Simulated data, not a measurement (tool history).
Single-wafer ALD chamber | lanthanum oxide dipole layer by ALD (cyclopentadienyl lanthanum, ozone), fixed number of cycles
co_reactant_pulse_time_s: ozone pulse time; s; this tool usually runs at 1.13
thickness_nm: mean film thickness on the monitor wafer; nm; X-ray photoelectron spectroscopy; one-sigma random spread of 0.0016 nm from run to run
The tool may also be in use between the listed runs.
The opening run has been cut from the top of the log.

run	day	co_reactant_pulse_time_s	wafers since the last listed run	hours since the last thermocouple change	hours since the last ozone generator service	hours since the showerhead was replaced	hours since the gauge calibration	read-back reference wafer on the same gauge, thickness_nm	thickness_nm
2	1.654	1.43	774	1261.0	1630.7	3487.8	50.3	0.518	0.531
3	2.008	1.43	165	1269.5	1639.2	3496.3	58.8	0.519	0.530
4	2.454	1.43	208	1280.2	1649.9	3507.0	69.5	0.519	0.531
5	3.038	1.13	273	1294.2	1663.9	3521.0	83.5	0.519	0.510
6	3.571	1.13	249	1307.0	1676.7	3533.8	96.3	0.519	0.508
7	4.296	1.13	339	1324.4	1694.1	3551.2	113.7	0.520	0.511
8	5.021	1.13	339	1341.8	1711.5	3568.6	131.1	0.519	0.510
# day 5.683: ozone generator serviced
9	5.704	1.13	163	1358.2	0.5	3585.0	147.5	0.520	0.512
10	6.050	1.13	161	1366.5	8.8	3593.3	155.8	0.519	0.510
11	6.438	0.77	181	1375.8	18.1	3602.6	165.1	0.519	0.465
12	6.979	1.38	253	1388.8	31.1	3615.6	178.1	0.518	0.531
13	7.588	1.38	284	1403.4	45.7	3630.2	192.7	0.519	0.527
14	7.908	1.36	150	1411.1	53.4	3637.9	200.4	0.520	0.527
15	8.612	1.36	329	1428.0	70.3	3654.8	217.3	0.519	0.528
16	9.012	1.13	187	1437.6	79.9	3664.4	226.9	0.519	0.508
17	9.454	1.47	206	1448.2	90.5	3675.0	237.5	0.519	0.532
18	9.925	0.93	220	1459.5	101.8	3686.3	248.8	0.520	0.487
19	10.438	1.53	239	1471.8	114.1	3698.6	261.1	0.519	0.539
20	10.767	1.13	154	1479.7	122.0	3706.5	269.0	0.519	0.509
# day 11.167: showerhead replaced
# day 11.238: thermocouple changed; heater temperature recalibrated
21	11.308	0.79	66	1.7	135.0	3.4	282.0	0.519	0.469
22	11.575	0.84	124	8.1	141.4	9.8	288.4	0.520	0.476

Estimate the outcome of run 23 from the log above:
23	11.992	1.54	195	18.1	151.4	19.8	298.4	?	?

{"run 23": {"read-back reference wafer on the same gauge, thickness_nm": 0.52, "thickness_nm": 0.535}}
The same run, on a tool lacking any hidden state, would have yielded thickness_nm 0.535 nm.

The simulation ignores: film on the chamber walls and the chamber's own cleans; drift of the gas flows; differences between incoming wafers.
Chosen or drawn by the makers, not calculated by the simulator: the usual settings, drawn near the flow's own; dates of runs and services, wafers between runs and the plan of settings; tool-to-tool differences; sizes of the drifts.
